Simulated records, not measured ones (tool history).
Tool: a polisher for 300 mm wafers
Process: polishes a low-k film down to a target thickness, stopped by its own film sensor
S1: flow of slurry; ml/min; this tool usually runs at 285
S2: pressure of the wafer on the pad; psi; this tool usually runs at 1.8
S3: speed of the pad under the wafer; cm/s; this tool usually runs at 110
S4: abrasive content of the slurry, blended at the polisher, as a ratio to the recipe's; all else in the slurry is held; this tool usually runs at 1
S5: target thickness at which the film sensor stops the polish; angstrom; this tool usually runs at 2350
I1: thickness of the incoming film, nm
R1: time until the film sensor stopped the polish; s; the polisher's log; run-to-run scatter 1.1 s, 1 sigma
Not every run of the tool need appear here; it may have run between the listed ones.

Run 1, day 0: usual settings but S4 0.9; I1 266.8. Result: R1 75.7 s.
At day 0.404: worn pad replaced by a new one.
Run 2, day 0.579: usual settings but S4 0.9; I1 265.5. Result: R1 69.7 s.
Run 3, day 0.862: usual settings but S1 335 ml/min; I1 267.6. Result: R1 68.4 s.
Run 4, day 1.462: usual settings but S1 335 ml/min; I1 268.2. Result: R1 69.6 s.
Run 5, day 2.412: usual settings; I1 267.7. Result: R1 69.6 s.
Run 6, day 2.758: usual settings; I1 267.2. Result: R1 68.8 s.
Run 7, day 3.312: usual settings; I1 268.3. Result: R1 71.3 s.
At day 3.617: slurry nozzle cleaned.
Run 8, day 3.988: usual settings but S3 120 cm/s, S5 2270 angstrom; I1 271.3. Result: R1 89.2 s.
Run 9, day 4.4: usual settings but S3 128 cm/s, S5 2280 angstrom; I1 271.1. Result: R1 83.9 s.
At day 4.771: slurry blender recalibrated.
Run 10, day 4.792: usual settings but S1 335 ml/min; I1 270. Result: R1 77.6 s.
At day 5.446: conditioning disc replaced and pad reconditioned.
At day 5.521: worn pad replaced by a new one, of another model than before.
At day 6.092: head pressure recalibrated.
Run 11, day 6.658: usual settings but S3 84 cm/s; I1 269.9. Result: R1 85.5 s.
Run 12, day 7.062: usual settings but S2 1.4 psi, S5 2320 angstrom; I1 265.1. Result: R1 82.6 s.
Run 13, day 7.45: usual settings; I1 266.7. Result: R1 68 s.
Run 14, day 7.762: usual settings but S2 1.4 psi, S3 130 cm/s, S4 1.3, S5 2380 angstrom; I1 271.9. Result: R1 67.6 s.
Run 15, day 8.317: usual settings but S1 345 ml/min, S2 1.2 psi, S3 138 cm/s; I1 271.5. Result: R1 86.3 s.

Table of differences, measured result less the result of that run with no hidden state. Run-to-run variation is the same in both. Gauge scatter possibly is not:
Unlogged tool condition in this case: removal rate lost through wear of the pad, %; slurry flow missing at the pad, %; deviation of the head's pressure from its setpoint, %; abrasive missing from the slurry, %; time polished since the conditioner stopped cutting, s.
run    R1
  1  +4.5
  2  +0.3
  3  +0.6
  4    +1
  5  +1.8
  6    +2
  7  +2.6
  8  +3.9
  9  +4.1
 10  +4.2
 11    +2
 12  +2.3
 13  +2.1
 14  +2.4
 15  +3.6
